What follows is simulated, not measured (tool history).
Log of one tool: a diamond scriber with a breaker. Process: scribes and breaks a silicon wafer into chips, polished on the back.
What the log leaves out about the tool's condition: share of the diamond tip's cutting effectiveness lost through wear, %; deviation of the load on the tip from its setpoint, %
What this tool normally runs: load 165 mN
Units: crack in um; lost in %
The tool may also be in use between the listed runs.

run	hour	load	wafers since the last listed run	hours since the diamond tip was replaced	hours since the load on the tip was calibrated	incoming depth of the damage left on the back of the incoming wafer, um	crack	lost
1	0.0	187	0	189.8	450.0	0.03	8.74	9.09
2	20.0	165	97	209.8	470.0	0.04	8.15	3.15
3	47.9	165	136	237.7	497.9	0.04	8.38	3.91
4	83.4	140	173	273.2	533.4	0.02	7.30	1.57
5	101.5	140	88	291.3	551.5	0.02	7.45	1.45
# hour 112.6: load on the tip recalibrated
6	139.9	165	177	329.7	27.3	0.02	7.38	1.49
7	171.1	165	152	360.9	58.5	0.03	7.47	1.40
8	193.6	165	109	383.4	81.0	0.04	7.35	1.37
9	212.4	201	91	402.2	99.8	0.04	8.57	6.84
10	246.7	165	167	436.5	134.1	0.03	7.50	1.39
11	275.8	165	142	465.6	163.2	0.02	7.56	1.51
12	289.6	165	67	479.4	177.0	0.02	7.45	1.45
13	311.0	205	104	500.8	198.4	0.01	8.63	9.17
14	332.9	205	106	522.7	220.3	0.01	8.84	9.51
15	345.2	165	60	535.0	232.6	0.02	7.65	1.44
16	366.3	165	103	556.1	253.7	0.02	7.74	1.79
17	379.9	165	66	569.7	267.3	0.01	7.62	1.85
18	405.1	165	123	594.9	292.5	0.03	7.75	1.67
19	428.9	120	116	618.7	316.3	0.05	6.19	13.47
20	463.5	165	169	653.3	350.9	0.05	7.93	1.86
21	481.9	116	89	671.7	369.3	0.03	6.14	12.21
22	502.9	142	102	692.7	390.3	0.02	7.09	2.35
# hour 508.7: diamond tip replaced by a new one
23	567.2	178	304	58.5	454.6	0.01	8.69	6.92
24	590.3	190	112	81.6	477.7	0.03	9.01	13.24
25	603.5	148	64	94.8	490.9	0.04	7.56	1.49
26	622.2	131	91	113.5	509.6	0.02	6.86	3.06
# hour 642.3: load on the tip recalibrated
27	644.7	124	100	136.0	2.4	0.03	6.14	14.10
28	672.5	204	135	163.8	30.2	0.04	8.87	7.55
29	689.4	183	82	180.7	47.1	0.01	8.16	3.75
30	702.9	165	65	194.2	60.6	0.01	7.37	1.42
31	735.6	165	159	226.9	93.3	0.04	7.57	1.56
32	750.8	136	74	242.1	108.5	0.01	6.68	6.75
33	776.6	165	126	267.9	134.3	0.02	7.72	1.52
34	806.9	123	148	298.2	164.6	0.02	5.97	13.87
35	895.1	165	430	386.4	252.8	0.02	7.60	1.73
36	911.6	194	80	402.9	269.3	0.05	8.71	9.21
37	929.7	165	88	421.0	287.4	0.05	7.72	1.84
38	953.5	188	116	444.8	311.2	0.04	8.44	7.24
39	974.7	211	103	466.0	332.4	0.02	9.30	16.47
40	995.4	165	101	486.7	353.1	0.04	7.74	2.27
41	1010.8	125	75	502.1	368.5	0.02	6.58	8.13
42	1041.4	165	149	532.7	399.1	0.02	7.96	3.01
43	1059.2	199	86	550.5	416.9	0.02	9.30	12.94

Below are 3 alternative next runs, each starting from the tool's condition after run 43. Predict each:
A	1059.7	197	2	551.0	417.4	0.03	?	?
B	1059.7	128	2	551.0	417.4	0.03	?	?
C	1059.7	203	2	551.0	417.4	0.03	?	?

run	crack	lost
A	9.11	11.72
B	6.66	4.54
C	9.31	13.87
What these runs would have given with no unlogged condition in the tool:
run	crack	lost
A	8.45	5.57
B	6.17	10.15
C	8.63	7.06
